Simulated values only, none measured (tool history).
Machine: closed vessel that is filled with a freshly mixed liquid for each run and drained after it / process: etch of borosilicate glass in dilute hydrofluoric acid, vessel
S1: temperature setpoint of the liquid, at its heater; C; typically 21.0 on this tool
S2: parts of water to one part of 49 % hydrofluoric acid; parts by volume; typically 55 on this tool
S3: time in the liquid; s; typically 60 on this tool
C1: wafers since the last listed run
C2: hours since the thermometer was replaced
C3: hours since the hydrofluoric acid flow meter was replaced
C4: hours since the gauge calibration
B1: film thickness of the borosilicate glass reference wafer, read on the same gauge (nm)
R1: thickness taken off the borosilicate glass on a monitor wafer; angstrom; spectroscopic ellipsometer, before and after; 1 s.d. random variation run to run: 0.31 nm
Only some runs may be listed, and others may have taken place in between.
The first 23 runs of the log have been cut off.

{"run": 24, "hour": 641.9, "S1": 21.0, "S2": 35, "S3": 30, "C1": 7965, "C2": 336.8, "C3": 247.1, "C4": 111.5, "B1": 79.97, "R1": 257.5}
{"run": 25, "hour": 671.5, "S1": 21.0, "S2": 55, "S3": 60, "C1": 2800, "C2": 366.4, "C3": 276.7, "C4": 141.1, "B1": 80.0, "R1": 320.9}
{"run": 26, "hour": 695.6, "S1": 24.0, "S2": 55, "S3": 60, "C1": 2280, "C2": 390.5, "C3": 300.8, "C4": 165.2, "B1": 80.01, "R1": 364.4}
{"run": 27, "hour": 717.8, "S1": 21.0, "S2": 55, "S3": 75, "C1": 2100, "C2": 412.7, "C3": 323.0, "C4": 187.4, "B1": 79.99, "R1": 394.8}
{"run": 28, "hour": 752.0, "S1": 23.5, "S2": 40, "S3": 30, "C1": 3235, "C2": 446.9, "C3": 357.2, "C4": 221.6, "B1": 79.99, "R1": 248.9}
{"run": 29, "hour": 770.6, "S1": 23.5, "S2": 55, "S3": 90, "C1": 1759, "C2": 465.5, "C3": 375.8, "C4": 240.2, "B1": 79.99, "R1": 537.0}
{"run": 30, "hour": 800.9, "S1": 21.0, "S2": 65, "S3": 45, "C1": 2866, "C2": 495.8, "C3": 406.1, "C4": 270.5, "B1": 80.04, "R1": 200.9}
{"run": 31, "hour": 821.7, "S1": 21.0, "S2": 55, "S3": 60, "C1": 1967, "C2": 516.6, "C3": 426.9, "C4": 291.3, "B1": 79.98, "R1": 313.6}
{"run": 32, "hour": 839.5, "S1": 18.0, "S2": 85, "S3": 75, "C1": 1683, "C2": 534.4, "C3": 444.7, "C4": 309.1, "B1": 79.97, "R1": 218.0}
{"run": 33, "hour": 862.3, "S1": 24.0, "S2": 65, "S3": 60, "C1": 2157, "C2": 557.2, "C3": 467.5, "C4": 331.9, "B1": 79.96, "R1": 303.5}

4 options for the next run, each taken on its own from the tool as it stands now. Forecast them:
{"run": "A", "hour": 863.0, "S1": 21.0, "S2": 55, "S3": 60, "C1": 66, "C2": 557.9, "C3": 468.2, "C4": 332.6, "B1": "?", "R1": "?"}
{"run": "B", "hour": 863.0, "S1": 21.0, "S2": 25, "S3": 35, "C1": 66, "C2": 557.9, "C3": 468.2, "C4": 332.6, "B1": "?", "R1": "?"}
{"run": "C", "hour": 863.0, "S1": 22.5, "S2": 75, "S3": 75, "C1": 66, "C2": 557.9, "C3": 468.2, "C4": 332.6, "B1": "?", "R1": "?"}
{"run": "D", "hour": 863.0, "S1": 25.0, "S2": 40, "S3": 45, "C1": 66, "C2": 557.9, "C3": 468.2, "C4": 332.6, "B1": "?", "R1": "?"}

run=A B1=80.01 R1=318.1
run=B B1=80.01 R1=423.3
run=C B1=80.01 R1=302.9
run=D B1=80.01 R1=394.9
With the hidden condition removed and each run's random variation left untouched, the same runs would have given:
run=A R1=310.6
run=B R1=413.7
run=C R1=295.7
run=D R1=385.7

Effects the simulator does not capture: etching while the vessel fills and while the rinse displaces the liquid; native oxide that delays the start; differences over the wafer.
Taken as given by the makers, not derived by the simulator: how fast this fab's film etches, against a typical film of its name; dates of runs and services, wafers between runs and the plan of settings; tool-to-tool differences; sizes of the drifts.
